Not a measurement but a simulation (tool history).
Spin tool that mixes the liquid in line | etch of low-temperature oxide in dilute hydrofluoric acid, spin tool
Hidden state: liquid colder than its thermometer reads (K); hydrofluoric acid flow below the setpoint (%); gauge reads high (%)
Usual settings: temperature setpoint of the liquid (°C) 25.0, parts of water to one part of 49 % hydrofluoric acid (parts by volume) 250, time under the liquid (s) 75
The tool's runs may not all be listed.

| run | hour | temperature setpoint of the liquid (°C) | parts of water to one part of 49 % hydrofluoric acid (parts by volume) | time under the liquid (s) | wafers since the last listed run | hours since the thermometer was replaced | hours since the hydrofluoric acid flow meter was replaced | hours since the gauge calibration | read-back film thickness of the low-temperature oxide reference wafer, read on the same gauge (nm) | thickness taken off the low-temperature oxide on a monitor wafer (nm) |
|---|---|---|---|---|---|---|---|---|---|---|
| 1 | 0.0 | 25.0 | 250 | 75 | 0 | 1972.7 | 189.9 | 293.7 | 130.04 | 5.20 |
| 2 | 72.8 | 25.0 | 250 | 75 | 788 | 2045.5 | 262.7 | 366.5 | 129.82 | 5.22 |
| 3 | 169.3 | 25.0 | 250 | 75 | 1045 | 2142.0 | 359.2 | 463.0 | 129.45 | 5.24 |
| 4 | 262.0 | 25.0 | 250 | 75 | 1004 | 2234.7 | 451.9 | 555.7 | 129.00 | 5.17 |
| 5 | 319.2 | 25.0 | 250 | 75 | 619 | 2291.9 | 509.1 | 612.9 | 128.70 | 5.21 |
| 6 | 388.4 | 25.0 | 250 | 75 | 749 | 2361.1 | 578.3 | 682.1 | 128.33 | 5.13 |
| 7 | 492.6 | 25.0 | 250 | 75 | 1128 | 2465.3 | 682.5 | 786.3 | 127.60 | 5.15 |
|  | 569.4 | thermometer replaced |
| 8 | 577.7 | 25.0 | 250 | 75 | 910 | 8.3 | 767.6 | 871.4 | 126.99 | 5.16 |
| 9 | 649.6 | 25.0 | 250 | 75 | 778 | 80.2 | 839.5 | 943.3 | 126.40 | 5.11 |
| 10 | 753.3 | 25.0 | 250 | 110 | 1123 | 183.9 | 943.2 | 1047.0 | 125.43 | 7.34 |
|  | 772.1 | hydrofluoric acid flow meter replaced |
|  | 818.7 | gauge calibrated |
| 11 | 819.8 | 26.5 | 190 | 95 | 709 | 250.4 | 47.7 | 1.1 | 130.34 | 9.89 |
| 12 | 890.7 | 29.0 | 160 | 85 | 767 | 321.3 | 118.6 | 72.0 | 130.29 | 11.84 |
| 13 | 946.8 | 25.0 | 250 | 75 | 607 | 377.4 | 174.7 | 128.1 | 130.24 | 5.23 |
| 14 | 1023.9 | 25.0 | 250 | 75 | 835 | 454.5 | 251.8 | 205.2 | 130.10 | 5.25 |
| 15 | 1121.7 | 22.5 | 205 | 100 | 1059 | 552.3 | 349.6 | 303.0 | 129.89 | 8.18 |
| 16 | 1162.3 | 23.5 | 250 | 75 | 439 | 592.9 | 390.2 | 343.6 | 129.84 | 4.89 |
| 17 | 1218.3 | 25.0 | 145 | 50 | 606 | 648.9 | 446.2 | 399.6 | 129.59 | 6.69 |
| 18 | 1312.7 | 27.5 | 360 | 95 | 1022 | 743.3 | 540.6 | 494.0 | 129.22 | 4.48 |
| 19 | 1362.9 | 25.0 | 250 | 75 | 543 | 793.5 | 590.8 | 544.2 | 128.98 | 5.14 |

Forecast each of these 5 alternatives for the next run:
| A | 1363.3 | 25.0 | 250 | 75 | 4 | 793.9 | 591.2 | 544.6 | ? | ? |
| B | 1363.3 | 25.0 | 250 | 105 | 4 | 793.9 | 591.2 | 544.6 | ? | ? |
| C | 1363.3 | 27.0 | 250 | 95 | 4 | 793.9 | 591.2 | 544.6 | ? | ? |
| D | 1363.3 | 29.5 | 130 | 75 | 4 | 793.9 | 591.2 | 544.6 | ? | ? |
| E | 1363.3 | 22.0 | 250 | 75 | 4 | 793.9 | 591.2 | 544.6 | ? | ? |

| run | read-back film thickness of the low-temperature oxide reference wafer, read on the same gauge (nm) | thickness taken off the low-temperature oxide on a monitor wafer (nm) |
|---|---|---|
| A | 129.01 | 5.16 |
| B | 129.01 | 7.22 |
| C | 129.01 | 7.01 |
| D | 129.01 | 13.43 |
| E | 129.01 | 4.63 |
Without the tool's hidden state the same runs would have given:
| run | thickness taken off the low-temperature oxide on a monitor wafer (nm) |
|---|---|
| A | 5.20 |
| B | 7.28 |
| C | 7.06 |
| D | 13.54 |
| E | 4.67 |
